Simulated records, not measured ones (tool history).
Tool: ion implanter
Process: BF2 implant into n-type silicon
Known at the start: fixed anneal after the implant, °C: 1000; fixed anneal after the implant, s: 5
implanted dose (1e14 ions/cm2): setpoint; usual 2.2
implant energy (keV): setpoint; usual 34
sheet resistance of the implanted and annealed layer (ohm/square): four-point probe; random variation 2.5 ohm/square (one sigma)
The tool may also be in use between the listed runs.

run	hour	implanted dose (1e14 ions/cm2)	implant energy (keV)	wafers since the last listed run	hours since the last dose calibration	hours since the extraction supply was calibrated	hours since the gauge calibration	read-back reference wafer on the same gauge, sheet resistance	sheet resistance of the implanted and annealed layer (ohm/square)
1	0	2.2	34	0	519.5	6514.4	289.1	481.08	503.63
2	57	1.93	34	584	576.5	6571.4	346.1	479.87	565.92
3	84.7	1.93	34	284	604.2	6599.1	373.8	481.75	564.2
4	152.5	1.93	34	695	672	6666.9	441.6	480.4	567.13
5	184.1	1.87	26.5	324	703.6	6698.5	473.2	479.79	592.88
6	224.4	1.73	34	413	743.9	6738.8	513.5	482.21	619.63
7	250.6	1.73	34	268	770.1	6765	539.7	482	618.12
8	298.2	1.73	34	488	817.7	6812.6	587.3	481.49	614.08
9	332.1	2.2	34	347	851.6	6846.5	621.2	480.74	510.79
# hour 352.8: extraction supply calibrated
10	365.9	1.65	26	264	885.4	13.1	655	481.61	662.39
11	401.5	1.59	26.5	365	921	48.7	690.6	481.11	681.26
12	459.1	2.2	23.5	590	978.6	106.3	748.2	480.52	523.41
# hour 477.6: Faraday cup replaced and dose calibrated
13	526.2	2.2	34	606	48.6	173.4	815.3	481.24	499.89
14	581.6	1.93	34	568	104	228.8	870.7	480.77	555.63
15	615	2.2	34	342	137.4	262.2	904.1	481.16	496.58
# hour 620.1: gauge calibrated
16	704.6	2.72	42	919	227	351.8	84.5	481.27	414.74
17	737.8	2.62	46	340	260.2	385	117.7	480.81	431.47
18	771.4	1.77	34	344	293.8	418.6	151.3	480.7	600.62
19	838	1.62	44.5	683	360.4	485.2	217.9	481.47	622.73

3 ways to go on from here, each from the tool as it stands after run 19. What would each give?
A	838.4	2.73	34	4	360.8	485.6	218.3	?	?
B	838.4	2.2	22.5	4	360.8	485.6	218.3	?	?
C	838.4	1.76	43.5	4	360.8	485.6	218.3	?	?

run	read-back reference wafer on the same gauge, sheet resistance	sheet resistance of the implanted and annealed layer (ohm/square)
A	480.5	425.24
B	480.5	520.94
C	480.5	588.56
Without the tool's hidden state the same runs would have given:
run	sheet resistance of the implanted and annealed layer (ohm/square)
A	413.41
B	506.22
C	574.11
